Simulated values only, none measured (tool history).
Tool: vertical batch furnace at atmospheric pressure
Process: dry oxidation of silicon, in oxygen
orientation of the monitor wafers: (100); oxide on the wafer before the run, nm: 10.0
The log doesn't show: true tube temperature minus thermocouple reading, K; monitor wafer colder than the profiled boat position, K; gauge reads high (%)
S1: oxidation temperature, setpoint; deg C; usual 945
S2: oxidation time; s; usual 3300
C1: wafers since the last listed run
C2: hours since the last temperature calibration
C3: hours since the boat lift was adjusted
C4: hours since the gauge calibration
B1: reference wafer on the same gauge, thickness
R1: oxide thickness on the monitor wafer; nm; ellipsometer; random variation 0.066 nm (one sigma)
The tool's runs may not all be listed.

Run 1, day 0.000: usual settings; C1 0; C2 1892.8; C3 2891.1; C4 165.2; B1 33.21. Result: R1 32.71 nm.
Run 2, day 3.204: usual settings; C1 934; C2 1969.7; C3 2968.0; C4 242.1; B1 33.21. Result: R1 32.74 nm.
Run 3, day 5.200: usual settings but S1 934 deg C, S2 2670 s; C1 582; C2 2017.6; C3 3015.9; C4 290.0; B1 33.19. Result: R1 26.78 nm.
Run 4, day 7.667: usual settings but S1 934 deg C, S2 2670 s; C1 719; C2 2076.8; C3 3075.1; C4 349.2; B1 33.19. Result: R1 26.78 nm.
Run 5, day 10.633: usual settings but S1 934 deg C, S2 2670 s; C1 865; C2 2148.0; C3 3146.3; C4 420.4; B1 33.19. Result: R1 26.89 nm.
Run 6, day 13.750: usual settings but S2 2580 s; C1 908; C2 2222.8; C3 3221.1; C4 495.2; B1 33.20. Result: R1 28.83 nm.
At day 14.925: boat lift adjusted.
Run 7, day 15.950: usual settings but S2 2580 s; C1 349; C2 2275.6; C3 24.6; C4 548.0; B1 33.20. Result: R1 28.85 nm.
Run 8, day 19.462: usual settings but S2 2850 s; C1 1024; C2 2359.9; C3 108.9; C4 632.3; B1 33.21. Result: R1 30.47 nm.
At day 22.888: thermocouples replaced and temperature profile calibrated.
Run 9, day 22.908: usual settings but S2 2460 s; C1 713; C2 0.5; C3 191.6; C4 715.0; B1 33.21. Result: R1 27.20 nm.
Run 10, day 24.471: usual settings but S1 921 deg C, S2 4620 s; C1 455; C2 38.0; C3 229.1; C4 752.5; B1 33.19. Result: R1 31.48 nm.
Run 11, day 26.662: usual settings but S1 967 deg C, S2 3990 s; C1 639; C2 90.6; C3 281.7; C4 805.1; B1 33.17. Result: R1 42.27 nm.
Run 12, day 29.354: usual settings but S1 961 deg C, S2 3870 s; C1 784; C2 155.2; C3 346.3; C4 869.7; B1 33.19. Result: R1 39.70 nm.
Run 13, day 31.325: usual settings but S1 927 deg C; C1 574; C2 202.5; C3 393.6; C4 917.0; B1 33.19. Result: R1 27.72 nm.
At day 33.862: gauge calibrated.
Run 14, day 34.729: usual settings but S1 937 deg C, S2 4860 s; C1 992; C2 284.2; C3 475.3; C4 20.8; B1 33.22. Result: R1 37.36 nm.
Run 15, day 36.962: usual settings but S2 2580 s; C1 651; C2 337.8; C3 528.9; C4 74.4; B1 33.20. Result: R1 28.04 nm.
Run 16, day 40.096: usual settings; C1 913; C2 413.0; C3 604.1; C4 149.6; B1 33.21. Result: R1 32.13 nm.
Run 17, day 43.121: usual settings; C1 882; C2 485.6; C3 676.7; C4 222.2; B1 33.21. Result: R1 32.19 nm.

The same runs without the tool's hidden state, with the same run-to-run variation:
run     R1
  1  31.53
  2  31.51
  3  25.85
  4  25.83
  5  25.90
  6  27.65
  7  27.64
  8  29.13
  9  26.96
 10  31.18
 11  41.93
 12  39.30
 13  27.40
 14  36.81
 15  27.62
 16  31.59
 17  31.61
